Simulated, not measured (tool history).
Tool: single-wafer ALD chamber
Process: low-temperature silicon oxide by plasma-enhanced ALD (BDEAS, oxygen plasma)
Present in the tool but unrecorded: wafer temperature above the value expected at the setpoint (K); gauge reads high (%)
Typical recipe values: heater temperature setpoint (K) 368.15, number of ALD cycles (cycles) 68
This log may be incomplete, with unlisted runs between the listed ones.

run	day	heater temperature setpoint (K)	number of ALD cycles (cycles)	wafers since the last listed run	hours since the last thermocouple change	hours since the gauge calibration	read-back reference wafer on the same gauge, thickness_nm	mean film thickness on the monitor wafer (angstrom)
1	0.000	368.15	68	0	1181.8	276.4	9.944	95.38
2	1.054	368.15	68	81	1207.1	301.7	9.944	95.31
3	3.242	368.15	68	169	1259.6	354.2	9.945	95.34
4	6.158	368.15	68	226	1329.6	424.2	9.942	95.57
5	8.058	373.15	68	147	1375.2	469.8	9.941	94.40
6	10.812	373.15	68	213	1441.3	535.9	9.951	94.14
7	13.404	372.15	68	200	1503.5	598.1	9.942	94.76
8	16.283	372.15	68	223	1572.6	667.2	9.941	94.15
9	18.442	368.15	68	167	1624.4	719.0	9.944	95.99
10	21.117	368.15	68	207	1688.6	783.2	9.941	95.70
11	25.854	368.15	68	367	1802.3	896.9	9.940	96.33
12	26.988	368.15	68	87	1829.5	924.1	9.943	95.87
13	29.700	368.15	68	210	1894.6	989.2	9.934	95.60
14	32.588	368.15	68	223	1963.9	1058.5	9.936	96.20
15	35.262	368.15	68	207	2028.1	1122.7	9.939	96.16
16	39.617	377.15	68	337	2132.6	1227.2	9.936	93.51
17	41.617	379.15	75	155	2180.6	1275.2	9.949	102.88
18	43.146	379.15	75	118	2217.3	1311.9	9.935	102.92
19	44.875	379.15	75	134	2258.8	1353.4	9.942	102.67
20	47.312	368.15	68	189	2317.3	1411.9	9.936	96.28
21	49.125	368.15	68	140	2360.8	1455.4	9.942	96.61
22	50.592	368.15	75	113	2396.0	1490.6	9.937	106.44
23	52.721	368.15	75	165	2447.1	1541.7	9.938	106.67
24	54.175	368.15	68	112	2482.0	1576.6	9.948	96.19
# day 55.150: gauge calibrated
25	55.971	368.15	68	139	2525.1	19.7	9.944	96.47
26	58.717	359.15	55	212	2591.0	85.6	9.941	80.21
27	60.133	363.15	61	109	2625.0	119.6	9.938	87.87
# day 61.908: thermocouple changed; heater temperature recalibrated
28	61.933	359.15	74	113	0.6	162.8	9.939	109.03
29	64.167	360.15	77	173	54.2	216.4	9.949	112.92
30	67.154	368.15	68	231	125.9	288.1	9.943	97.62
31	69.600	363.15	72	189	184.6	346.8	9.937	104.74
32	71.183	356.15	59	122	222.6	384.8	9.936	87.77
33	74.138	356.15	57	229	293.5	455.7	9.934	85.07
34	76.838	354.15	56	209	358.3	520.5	9.943	83.65
35	79.342	368.15	68	194	418.4	580.6	9.945	97.59
36	80.367	380.15	75	79	443.0	605.2	9.942	103.86
37	83.275	380.15	68	225	512.8	675.0	9.941	93.45
# day 83.738: thermocouple changed; heater temperature recalibrated, repeated, since the last time left the tool worse
38	85.179	373.15	68	121	34.6	720.7	9.943	94.01
39	88.117	368.15	68	227	105.1	791.2	9.952	95.18
40	89.958	373.15	58	142	149.3	835.4	9.939	80.12
41	92.188	363.15	68	172	202.8	888.9	9.938	97.11
42	94.846	379.15	68	206	266.6	952.7	9.941	93.28
43	96.896	379.15	79	158	315.8	1001.9	9.942	107.99
44	98.421	382.15	79	118	352.4	1038.5	9.937	107.39
45	100.017	368.15	68	123	390.7	1076.8	9.941	95.56
46	101.500	368.15	68	115	426.3	1112.4	9.939	95.60
47	103.192	383.15	63	131	466.9	1153.0	9.936	85.26

3 options for the next run, each taken on its own from the tool as it stands now. Forecast them:
A	103.212	382.15	68	1	467.4	1153.5	?	?
B	103.212	368.15	62	1	467.4	1153.5	?	?
C	103.212	363.15	57	1	467.4	1153.5	?	?

run	read-back reference wafer on the same gauge, thickness_nm	mean film thickness on the monitor wafer (angstrom)
A	9.947	92.25
B	9.947	86.83
C	9.947	81.08
What these runs would have given with no unlogged condition in the tool:
run	mean film thickness on the monitor wafer (angstrom)
A	92.18
B	86.71
C	80.96
